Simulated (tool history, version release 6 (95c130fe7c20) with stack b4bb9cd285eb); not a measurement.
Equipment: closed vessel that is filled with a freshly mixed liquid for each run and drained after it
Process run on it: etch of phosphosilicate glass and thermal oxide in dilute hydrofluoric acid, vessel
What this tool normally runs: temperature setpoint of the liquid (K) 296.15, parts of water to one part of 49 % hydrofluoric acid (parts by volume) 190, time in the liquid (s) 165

run,hour,temperature setpoint of the liquid (K),parts of water to one part of 49 % hydrofluoric acid (parts by volume),time in the liquid (s),wafers since the last listed run,hours since the thermometer was replaced,hours since the hydrofluoric acid flow meter was replaced,hours since the gauge calibration,"read-back film thickness of the phosphosilicate glass reference wafer, read on the same gauge (nm)","read-back film thickness of the thermal oxide reference wafer, read on the same gauge (nm)",thickness taken off the phosphosilicate glass on a monitor wafer (angstrom),thickness taken off the thermal oxide on a monitor wafer (angstrom)
1,0,296.15,190,165,0,2092.4,1353.8,506.9,150,50.007,406.5,40.31
2,56.6,296.15,190,165,5193,2149,1410.4,563.5,149.99,50.018,418,40.29
3,93.2,296.15,190,165,3358,2185.6,1447,600.1,150.01,50.001,410,40.28
4,123,296.15,210,165,2734,2215.4,1476.8,629.9,150.02,49.985,368.4,35.35
5,183.7,296.15,210,165,5569,2276.1,1537.5,690.6,150,50,369.5,35.71
6,229.8,296.15,210,165,4230,2322.2,1583.6,736.7,150.03,49.993,363.3,35.67
7,258.7,296.15,190,165,2651,2351.1,1612.5,765.6,150.01,50.02,413.1,39.89
8,286.5,296.15,190,165,2550,2378.9,1640.3,793.4,150.02,50.027,412.3,39.54
9,342.4,295.15,190,165,5129,2434.8,1696.2,849.3,150,49.965,396.5,38.73
10,400.6,296.15,190,215,5340,2493,1754.4,907.5,150.03,50.002,532.4,52.03
# hour 407.9: thermometer replaced
11,431,296.15,190,215,2697,23.1,1784.8,937.9,150.02,50.038,540.4,51.82
12,456.9,296.15,190,215,2376,49,1810.7,963.8,150,49.984,542,52.06
13,523.2,296.15,250,190,6083,115.3,1877,1030.1,150,49.99,339.6,32.73
14,565.3,296.15,190,165,3863,157.4,1919.1,1072.2,149.98,49.981,413.5,39.97
15,609.9,296.15,155,245,4092,202,1963.7,1116.8,149.99,50,783.8,75.65
16,660.4,300.65,140,140,4633,252.5,2014.2,1167.3,150.01,49.998,604.5,57.96
17,706.7,296.15,190,165,4248,298.8,2060.5,1213.6,150.02,50.005,412.8,39.66
18,763.9,296.15,260,200,5248,356,2117.7,1270.8,149.98,50.019,333.1,32.92
19,819.3,299.65,110,135,5083,411.4,2173.1,1326.2,149.97,49.959,729.3,70.56
20,861.4,292.15,135,100,3863,453.5,2215.2,1368.3,150.03,49.985,319.9,30.92
21,893.7,300.65,155,205,2963,485.8,2247.5,1400.6,150.01,50.02,767.4,75.35
# hour 939.3: gauge calibrated
22,945.8,292.15,145,165,4780,537.9,2299.6,6.5,149.99,49.996,487,47.49
# hour 963.6: hydrofluoric acid flow meter replaced
23,1134.2,296.15,135,165,17196,726.3,170.6,194.9,150,49.986,617.4,59.79
24,1202.1,296.15,190,110,6230,794.2,238.5,262.8,150.01,49.981,273.7,26.84
25,1268.1,296.15,250,165,6056,860.2,304.5,328.8,150.01,49.96,297.9,28.34

List, for all runs, the conditions of the tool that the log does not record:
liquid colder than its thermometer reads (K): 0 across all the runs
hydrofluoric acid flow above the setpoint (%): 0 across all the runs
gauge reads high (%): 0 across all the runs
